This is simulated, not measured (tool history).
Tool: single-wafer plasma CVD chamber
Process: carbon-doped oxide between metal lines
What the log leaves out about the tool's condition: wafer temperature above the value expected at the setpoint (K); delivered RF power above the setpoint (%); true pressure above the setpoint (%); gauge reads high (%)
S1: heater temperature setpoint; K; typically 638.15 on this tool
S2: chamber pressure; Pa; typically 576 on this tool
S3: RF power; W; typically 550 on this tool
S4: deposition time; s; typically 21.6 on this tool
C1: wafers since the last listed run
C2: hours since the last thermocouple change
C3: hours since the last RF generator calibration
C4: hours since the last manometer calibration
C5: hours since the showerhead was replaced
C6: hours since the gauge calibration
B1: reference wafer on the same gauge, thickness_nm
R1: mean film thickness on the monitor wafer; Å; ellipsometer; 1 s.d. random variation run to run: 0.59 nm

{"run": 1, "hour": 0.0, "S1": 638.15, "S2": 576, "S3": 550, "S4": 21.6, "C1": 0, "C2": 1941.7, "C3": 63.9, "C4": 1607.1, "C5": 5522.3, "C6": 2487.0, "B1": 133.145, "R1": 1196.98}
{"run": 2, "hour": 30.2, "S1": 638.15, "S2": 687, "S3": 550, "S4": 23.2, "C1": 647, "C2": 1971.9, "C3": 94.1, "C4": 1637.3, "C5": 5552.5, "C6": 2517.2, "B1": 133.071, "R1": 1313.22}
{"run": 3, "hour": 57.0, "S1": 638.15, "S2": 576, "S3": 550, "S4": 21.6, "C1": 574, "C2": 1998.7, "C3": 120.9, "C4": 1664.1, "C5": 5579.3, "C6": 2544.0, "B1": 132.869, "R1": 1198.76}
{"run": 4, "hour": 101.1, "S1": 638.15, "S2": 576, "S3": 550, "S4": 21.6, "C1": 944, "C2": 2042.8, "C3": 165.0, "C4": 1708.2, "C5": 5623.4, "C6": 2588.1, "B1": 132.949, "R1": 1203.76}
{"run": 5, "hour": 126.6, "S1": 638.15, "S2": 576, "S3": 550, "S4": 21.6, "C1": 546, "C2": 2068.3, "C3": 190.5, "C4": 1733.7, "C5": 5648.9, "C6": 2613.6, "B1": 133.04, "R1": 1190.9}
{"run": 6, "hour": 194.3, "S1": 638.15, "S2": 576, "S3": 550, "S4": 21.6, "C1": 1450, "C2": 2136.0, "C3": 258.2, "C4": 1801.4, "C5": 5716.6, "C6": 2681.3, "B1": 132.97, "R1": 1195.93}
{"run": 7, "hour": 229.7, "S1": 638.15, "S2": 688, "S3": 550, "S4": 18.8, "C1": 758, "C2": 2171.4, "C3": 293.6, "C4": 1836.8, "C5": 5752.0, "C6": 2716.7, "B1": 132.898, "R1": 1065.62}
{"hour": 278.0, "done": "gauge calibrated"}
{"hour": 328.8, "done": "capacitance manometer re-zeroed and calibrated"}
{"run": 8, "hour": 363.8, "S1": 651.15, "S2": 576, "S3": 520, "S4": 24.8, "C1": 2701, "C2": 2305.5, "C3": 427.7, "C4": 35.0, "C5": 5886.1, "C6": 85.8, "B1": 132.95, "R1": 1275.48}
{"hour": 376.0, "done": "thermocouple changed; heater temperature recalibrated"}
{"run": 9, "hour": 412.5, "S1": 638.15, "S2": 455, "S3": 550, "S4": 21.6, "C1": 871, "C2": 36.5, "C3": 476.4, "C4": 83.7, "C5": 5934.8, "C6": 134.5, "B1": 132.944, "R1": 1152.9}
{"hour": 425.7, "done": "showerhead replaced"}
{"run": 10, "hour": 470.0, "S1": 638.15, "S2": 455, "S3": 550, "S4": 21.6, "C1": 1060, "C2": 94.0, "C3": 533.9, "C4": 141.2, "C5": 44.3, "C6": 192.0, "B1": 132.876, "R1": 1148.4}
{"run": 11, "hour": 535.1, "S1": 627.15, "S2": 576, "S3": 585, "S4": 21.6, "C1": 1394, "C2": 159.1, "C3": 599.0, "C4": 206.3, "C5": 109.4, "C6": 257.1, "B1": 133.052, "R1": 1275.11}
{"run": 12, "hour": 560.1, "S1": 626.15, "S2": 656, "S3": 550, "S4": 21.6, "C1": 535, "C2": 184.1, "C3": 624.0, "C4": 231.3, "C5": 134.4, "C6": 282.1, "B1": 132.93, "R1": 1233.6}
{"run": 13, "hour": 625.8, "S1": 627.15, "S2": 432, "S3": 550, "S4": 21.6, "C1": 1407, "C2": 249.8, "C3": 689.7, "C4": 297.0, "C5": 200.1, "C6": 347.8, "B1": 133.205, "R1": 1158.84}
{"run": 14, "hour": 663.3, "S1": 638.15, "S2": 508, "S3": 550, "S4": 23.4, "C1": 803, "C2": 287.3, "C3": 727.2, "C4": 334.5, "C5": 237.6, "C6": 385.3, "B1": 133.092, "R1": 1255.4}
{"run": 15, "hour": 721.6, "S1": 638.15, "S2": 524, "S3": 550, "S4": 21.6, "C1": 1249, "C2": 345.6, "C3": 785.5, "C4": 392.8, "C5": 295.9, "C6": 443.6, "B1": 133.001, "R1": 1152.58}
{"run": 16, "hour": 776.9, "S1": 638.15, "S2": 576, "S3": 550, "S4": 21.6, "C1": 1184, "C2": 400.9, "C3": 840.8, "C4": 448.1, "C5": 351.2, "C6": 498.9, "B1": 132.92, "R1": 1180.93}
{"run": 17, "hour": 824.1, "S1": 626.15, "S2": 576, "S3": 640, "S4": 21.6, "C1": 1011, "C2": 448.1, "C3": 888.0, "C4": 495.3, "C5": 398.4, "C6": 546.1, "B1": 132.849, "R1": 1347.92}
{"run": 18, "hour": 855.6, "S1": 638.15, "S2": 671, "S3": 455, "S4": 18.6, "C1": 674, "C2": 479.6, "C3": 919.5, "C4": 526.8, "C5": 429.9, "C6": 577.6, "B1": 133.049, "R1": 890.5}
{"run": 19, "hour": 924.4, "S1": 638.15, "S2": 576, "S3": 550, "S4": 21.6, "C1": 1474, "C2": 548.4, "C3": 988.3, "C4": 595.6, "C5": 498.7, "C6": 646.4, "B1": 133.089, "R1": 1174.79}
{"run": 20, "hour": 964.7, "S1": 648.15, "S2": 704, "S3": 550, "S4": 18.7, "C1": 863, "C2": 588.7, "C3": 1028.6, "C4": 635.9, "C5": 539.0, "C6": 686.7, "B1": 133.032, "R1": 1016.89}
{"run": 21, "hour": 992.3, "S1": 638.15, "S2": 576, "S3": 520, "S4": 24.1, "C1": 591, "C2": 616.3, "C3": 1056.2, "C4": 663.5, "C5": 566.6, "C6": 714.3, "B1": 132.934, "R1": 1252.85}
{"run": 22, "hour": 1045.6, "S1": 645.15, "S2": 697, "S3": 650, "S4": 18.6, "C1": 1141, "C2": 669.6, "C3": 1109.5, "C4": 716.8, "C5": 619.9, "C6": 767.6, "B1": 133.164, "R1": 1149.79}
{"run": 23, "hour": 1086.2, "S1": 638.15, "S2": 689, "S3": 550, "S4": 21.6, "C1": 869, "C2": 710.2, "C3": 1150.1, "C4": 757.4, "C5": 660.5, "C6": 808.2, "B1": 132.952, "R1": 1201.36}
{"run": 24, "hour": 1134.1, "S1": 638.15, "S2": 576, "S3": 550, "S4": 21.6, "C1": 1026, "C2": 758.1, "C3": 1198.0, "C4": 805.3, "C5": 708.4, "C6": 856.1, "B1": 133.131, "R1": 1158.03}
{"run": 25, "hour": 1242.7, "S1": 638.15, "S2": 707, "S3": 485, "S4": 21.6, "C1": 2326, "C2": 866.7, "C3": 1306.6, "C4": 913.9, "C5": 817.0, "C6": 964.7, "B1": 133.056, "R1": 1085.53}
{"run": 26, "hour": 1284.5, "S1": 650.15, "S2": 625, "S3": 480, "S4": 24.7, "C1": 895, "C2": 908.5, "C3": 1348.4, "C4": 955.7, "C5": 858.8, "C6": 1006.5, "B1": 132.958, "R1": 1164.88}
{"run": 27, "hour": 1336.6, "S1": 638.15, "S2": 576, "S3": 655, "S4": 20.3, "C1": 1116, "C2": 960.6, "C3": 1400.5, "C4": 1007.8, "C5": 910.9, "C6": 1058.6, "B1": 132.863, "R1": 1237.82}

Each row is a separate what-if for the run after 27, all from the same tool condition, not one after another. Results?
{"run": "A", "hour": 1337.0, "S1": 638.15, "S2": 576, "S3": 550, "S4": 21.6, "C1": 8, "C2": 961.0, "C3": 1400.9, "C4": 1008.2, "C5": 911.3, "C6": 1059.0, "B1": "?", "R1": "?"}
{"run": "B", "hour": 1337.0, "S1": 651.15, "S2": 705, "S3": 590, "S4": 24.0, "C1": 8, "C2": 961.0, "C3": 1400.9, "C4": 1008.2, "C5": 911.3, "C6": 1059.0, "B1": "?", "R1": "?"}
{"run": "C", "hour": 1337.0, "S1": 628.15, "S2": 576, "S3": 550, "S4": 24.6, "C1": 8, "C2": 961.0, "C3": 1400.9, "C4": 1008.2, "C5": 911.3, "C6": 1059.0, "B1": "?", "R1": "?"}
{"run": "D", "hour": 1337.0, "S1": 638.15, "S2": 576, "S3": 460, "S4": 21.6, "C1": 8, "C2": 961.0, "C3": 1400.9, "C4": 1008.2, "C5": 911.3, "C6": 1059.0, "B1": "?", "R1": "?"}
{"run": "E", "hour": 1337.0, "S1": 627.15, "S2": 576, "S3": 550, "S4": 21.6, "C1": 8, "C2": 961.0, "C3": 1400.9, "C4": 1008.2, "C5": 911.3, "C6": 1059.0, "B1": "?", "R1": "?"}

run=A B1=133.055 R1=1158.09
run=B B1=133.055 R1=1360.51
run=C B1=133.055 R1=1345.93
run=D B1=133.055 R1=998.83
run=E B1=133.055 R1=1187.12
Without the tool's hidden state the same runs would have given:
run=A R1=1202.94
run=B R1=1411.74
run=C R1=1398.05
run=D R1=1044.61
run=E R1=1233.09
